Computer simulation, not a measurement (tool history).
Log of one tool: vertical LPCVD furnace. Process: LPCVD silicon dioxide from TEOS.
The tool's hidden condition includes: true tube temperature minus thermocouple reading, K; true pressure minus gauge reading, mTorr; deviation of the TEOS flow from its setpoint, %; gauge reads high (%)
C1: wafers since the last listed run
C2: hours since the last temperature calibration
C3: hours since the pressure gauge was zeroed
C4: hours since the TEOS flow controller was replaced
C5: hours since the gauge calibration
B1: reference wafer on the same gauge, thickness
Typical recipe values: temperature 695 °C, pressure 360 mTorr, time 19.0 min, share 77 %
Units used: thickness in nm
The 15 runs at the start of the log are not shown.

Run 16, hour 717.9: usual settings; C1 474; C2 761.6; C3 355.0; C4 266.0; C5 56.8; B1 124.93. Result: thickness 142.01 nm.
Run 17, hour 780.3: usual settings; C1 698; C2 824.0; C3 417.4; C4 328.4; C5 119.2; B1 125.01. Result: thickness 142.15 nm.
Run 18, hour 849.2: usual settings; C1 771; C2 892.9; C3 486.3; C4 397.3; C5 188.1; B1 125.14. Result: thickness 141.98 nm.
Run 19, hour 906.0: usual settings but share 91 %; C1 636; C2 949.7; C3 543.1; C4 454.1; C5 244.9; B1 124.87. Result: thickness 154.50 nm.
Run 20, hour 946.4: usual settings but temperature 689 °C, time 14.5 min, share 62 %; C1 452; C2 990.1; C3 583.5; C4 494.5; C5 285.3; B1 125.02. Result: thickness 84.47 nm.
Run 21, hour 1005.4: usual settings but temperature 690 °C, pressure 430 mTorr, time 16.0 min, share 62 %; C1 660; C2 1049.1; C3 642.5; C4 553.5; C5 344.3; B1 124.96. Result: thickness 104.05 nm.
Run 22, hour 1033.9: usual settings but temperature 690 °C, pressure 395 mTorr; C1 319; C2 1077.6; C3 671.0; C4 582.0; C5 372.8; B1 124.93. Result: thickness 132.17 nm.
Run 23, hour 1076.2: usual settings but temperature 688 °C, time 12.5 min, share 73 %; C1 473; C2 1119.9; C3 713.3; C4 624.3; C5 415.1; B1 124.90. Result: thickness 76.82 nm.
Run 24, hour 1133.5: usual settings; C1 641; C2 1177.2; C3 770.6; C4 681.6; C5 472.4; B1 125.00. Result: thickness 141.68 nm.
Run 25, hour 1161.4: usual settings but temperature 699 °C, share 69 %; C1 312; C2 1205.1; C3 798.5; C4 709.5; C5 500.3; B1 125.11. Result: thickness 147.43 nm.
Run 26, hour 1191.9: usual settings but temperature 684 °C, pressure 425 mTorr, time 23.0 min, share 81 %; C1 341; C2 1235.6; C3 829.0; C4 740.0; C5 530.8; B1 124.98. Result: thickness 147.52 nm.
Run 27, hour 1263.3: usual settings but pressure 295 mTorr; C1 799; C2 1307.0; C3 900.4; C4 811.4; C5 602.2; B1 124.97. Result: thickness 128.60 nm.
Run 28, hour 1300.6: usual settings; C1 417; C2 1344.3; C3 937.7; C4 848.7; C5 639.5; B1 125.00. Result: thickness 141.59 nm.
Run 29, hour 1358.3: usual settings but temperature 690 °C, time 22.0 min; C1 646; C2 1402.0; C3 995.4; C4 906.4; C5 697.2; B1 124.93. Result: thickness 145.94 nm.
Run 30, hour 1397.0: usual settings but temperature 699 °C, pressure 445 mTorr, time 14.5 min, share 83 %; C1 433; C2 1440.7; C3 1034.1; C4 945.1; C5 735.9; B1 124.96. Result: thickness 137.73 nm.

Consider 5 possible next runs. They are alternatives, not a sequence: every one starts from the tool as it was left by run 30. What does each give?
Run A, hour 1401.5: usual settings; C1 50; C2 1445.2; C3 1038.6; C4 949.6; C5 740.4; B1 ?. Result: thickness ?.
Run B, hour 1401.5: usual settings but temperature 687 °C, pressure 325 mTorr, time 26.0 min, share 64 %; C1 50; C2 1445.2; C3 1038.6; C4 949.6; C5 740.4; B1 ?. Result: thickness ?.
Run C, hour 1401.5: usual settings but temperature 686 °C, time 12.0 min, share 81 %; C1 50; C2 1445.2; C3 1038.6; C4 949.6; C5 740.4; B1 ?. Result: thickness ?.
Run D, hour 1401.5: usual settings but temperature 690 °C; C1 50; C2 1445.2; C3 1038.6; C4 949.6; C5 740.4; B1 ?. Result: thickness ?.
Run E, hour 1401.5: usual settings but pressure 395 mTorr, time 22.5 min; C1 50; C2 1445.2; C3 1038.6; C4 949.6; C5 740.4; B1 ?. Result: thickness ?.

run      B1  thickness
  A  124.94     142.05
  B  124.94     139.31
  C  124.94      74.33
  D  124.94     126.23
  E  124.94     176.21
What these runs would have given with no unlogged condition in the tool:
run  thickness
  A     142.05
  B     139.31
  C      74.33
  D     126.23
  E     176.21
